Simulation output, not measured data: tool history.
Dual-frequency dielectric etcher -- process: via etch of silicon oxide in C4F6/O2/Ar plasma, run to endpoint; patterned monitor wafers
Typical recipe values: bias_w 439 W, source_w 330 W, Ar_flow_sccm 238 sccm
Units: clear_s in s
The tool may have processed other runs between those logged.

run	day	bias_w	source_w	Ar_flow_sccm	incoming incoming film thickness, nm	clear_s
1	0.000	439	330	238	103.6	25.2
2	1.958	439	330	238	103.9	25.3
3	2.933	439	330	238	103.8	25.4
4	3.246	439	330	238	103.7	25.1
5	4.396	439	330	238	104.0	25.2
6	4.846	439	330	238	103.3	25.3
7	5.379	439	330	238	104.2	25.4
# day 5.867: bias power generator calibrated
8	5.888	439	330	238	103.6	25.4
9	6.279	439	330	238	102.9	25.2
10	6.896	439	330	238	103.7	25.3
11	7.229	439	390	238	104.1	23.8
# day 7.471: source power generator calibrated
12	7.821	490	330	238	102.7	24.5
13	8.488	439	330	238	103.7	25.5
# day 9.592: wet clean of the chamber
# day 9.988: Ar flow controller replaced
# day 10.196: upper electrode replaced
14	10.217	488	310	254	103.7	24.9
15	10.229	491	260	238	104.5	26.7
16	10.242	407	300	256	103.6	26.3
17	10.471	545	310	217	103.9	23.8
18	11.121	386	380	271	103.7	24.5
19	11.608	380	330	238	103.3	25.6
20	12.358	439	330	238	103.3	24.8
21	12.671	490	330	238	104.6	24.4
22	13.088	439	330	269	104.0	25.4
23	13.683	490	250	211	104.4	26.9
24	14.092	347	330	238	104.1	26.3

Forecast each of these 3 alternatives for the next run:
A	14.108	509	330	238	104.1	?
B	14.108	439	330	289	104.1	?
C	14.108	439	370	238	104.1	?

run	clear_s
A	24.1
B	25.6
C	23.9
Take away the tool's hidden state, keep each run's random variation, and the runs would have read:
run	clear_s
A	24.0
B	25.4
C	23.8
